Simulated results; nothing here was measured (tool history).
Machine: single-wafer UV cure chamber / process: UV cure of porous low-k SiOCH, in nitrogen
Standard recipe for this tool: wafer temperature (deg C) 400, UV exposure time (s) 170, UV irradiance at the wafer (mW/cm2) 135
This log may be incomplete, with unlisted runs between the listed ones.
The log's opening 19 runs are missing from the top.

| run | day | wafer temperature (deg C) | UV exposure time (s) | UV irradiance at the wafer (mW/cm2) | loss of film thickness in the cure (%) |
|---|---|---|---|---|---|
|  | 18.433 | quartz window cleaned |
| 20 | 18.454 | 391 | 200 | 150 | 13.120 |
| 21 | 19.325 | 381 | 170 | 135 | 12.258 |
| 22 | 20.029 | 400 | 170 | 135 | 12.268 |
| 23 | 20.646 | 380 | 205 | 164 | 13.812 |
|  | 21.888 | UV bulbs replaced |
| 24 | 21.950 | 400 | 170 | 135 | 12.227 |
| 25 | 23.208 | 409 | 70 | 120 | 7.889 |
| 26 | 23.958 | 415 | 220 | 169 | 14.740 |
| 27 | 24.875 | 392 | 235 | 135 | 13.732 |
| 28 | 26.108 | 407 | 170 | 135 | 12.376 |
| 29 | 26.654 | 400 | 170 | 135 | 12.144 |
| 30 | 27.696 | 400 | 170 | 135 | 12.278 |

Predict each of these 5 candidate next runs independently; none follows another, all start after run 30:
| A | 27.717 | 400 | 170 | 135 | ? |
| B | 27.717 | 400 | 170 | 164 | ? |
| C | 27.717 | 407 | 135 | 172 | ? |
| D | 27.717 | 400 | 135 | 122 | ? |
| E | 27.717 | 388 | 220 | 170 | ? |

| run | loss of film thickness in the cure (%) |
|---|---|
| A | 12.275 |
| B | 13.197 |
| C | 12.455 |
| D | 10.748 |
| E | 14.389 |
The same runs, with their run-to-run variation unchanged, on a tool lacking any hidden condition would have given:
| run | loss of film thickness in the cure (%) |
|---|---|
| A | 12.275 |
| B | 13.197 |
| C | 12.455 |
| D | 10.748 |
| E | 14.389 |
